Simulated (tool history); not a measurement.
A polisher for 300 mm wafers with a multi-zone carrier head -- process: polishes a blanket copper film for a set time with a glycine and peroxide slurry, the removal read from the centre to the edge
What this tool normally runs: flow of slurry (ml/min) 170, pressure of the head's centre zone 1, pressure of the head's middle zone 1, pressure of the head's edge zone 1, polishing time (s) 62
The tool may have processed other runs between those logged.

run     day  flow of slurry (ml/min)  pressure of the head's centre zone  pressure of the head's middle zone  pressure of the head's edge zone  polishing time (s)  wafers since the last listed run  wafers polished on this pad  hours since the slurry nozzle was cleaned  hours since the centre zone pressure was calibrated  hours since the edge zone pressure was calibrated  hours since the carrier head's membrane was replaced  incoming thickness of the incoming film, nm  film removed at the wafer's centre (Å)  film removed at mid-radius (Å)  film removed at the wafer's edge (Å)
  1       0                      170                                   1                                0.97                                 1                  46                                 0                         2658                                      673.1                                                145.3                                             1072.9                                                1366.1                                       1520.5                                    2079                            1979                                  2111
      0.467  -- carrier head's membrane replaced by a new one
      3.254  -- worn pad replaced by a new one
      3.508  -- edge zone pressure recalibrated
  2   3.533                      195                                1.09                                1.05                                 1                  53                              1118                           71                                      757.9                                                230.1                                                0.6                                                  73.6                                       1482.9                                    2806                            2666                                  2584
  3   4.288                      190                                   1                                   1                              0.89                  62                               274                          345                                        776                                                248.2                                               18.7                                                  91.7                                       1503.9                                    2960                            2976                                  2818
  4   5.312                      170                                   1                                0.97                                 1                  62                               372                          718                                      800.6                                                272.8                                               43.3                                                 116.3                                       1504.6                                    2857                            2851                                  2928
  5   6.538                      170                                0.94                                   1                                 1                  62                               445                         1163                                        830                                                302.2                                               72.7                                                 145.7                                       1495.3                                    2623                            2915                                  2763
      7.442  -- slurry nozzle cleaned
  6   7.675                      170                                   1                                0.93                                 1                  62                               398                         1562                                        5.6                                                329.5                                                100                                                   173                                       1505.8                                    2783                            2659                                  2727
  7   8.325                      125                                   1                                   1                               0.9                  53                               236                         1799                                       21.2                                                345.1                                              115.6                                                 188.6                                       1501.3                                    2302                            2245                                  2194
  8   8.933                      170                                   1                                   1                              1.05                  62                               221                         2020                                       35.8                                                359.7                                              130.2                                                 203.2                                         1518                                    2724                            2736                                  2849
  9  10.221                      170                                   1                                0.96                               1.1                  62                               468                         2488                                       66.7                                                390.6                                              161.1                                                 234.1                                       1483.2                                    2731                            2604                                  2842
 10  10.862                      170                                   1                                1.09                                 1                  62                               233                         2722                                       82.1                                                  406                                              176.5                                                 249.5                                       1492.2                                    2782                            2918                                  2787
 11  11.617                      170                                   1                                   1                                 1                  62                               274                         2996                                      100.2                                                424.1                                              194.6                                                 267.6                                       1496.4                                    2743                            2733                                  2802

Run 12 comes next. What will it give?
 12  12.321                      135                                   1                                1.07                              1.11                  62                               256                         3252                                      117.1                                                  441                                              211.5                                                 284.5                                       1504.9                                       ?                               ?                                     ?

{"run 12": {"film removed at the wafer's centre (Å)": 2630, "film removed at mid-radius (Å)": 2754, "film removed at the wafer's edge (Å)": 2790}}
The same run, on a tool lacking any hidden state, would have yielded film removed at the wafer's centre (Å) 2899, film removed at mid-radius (Å) 3036, film removed at the wafer's edge (Å) 3075.

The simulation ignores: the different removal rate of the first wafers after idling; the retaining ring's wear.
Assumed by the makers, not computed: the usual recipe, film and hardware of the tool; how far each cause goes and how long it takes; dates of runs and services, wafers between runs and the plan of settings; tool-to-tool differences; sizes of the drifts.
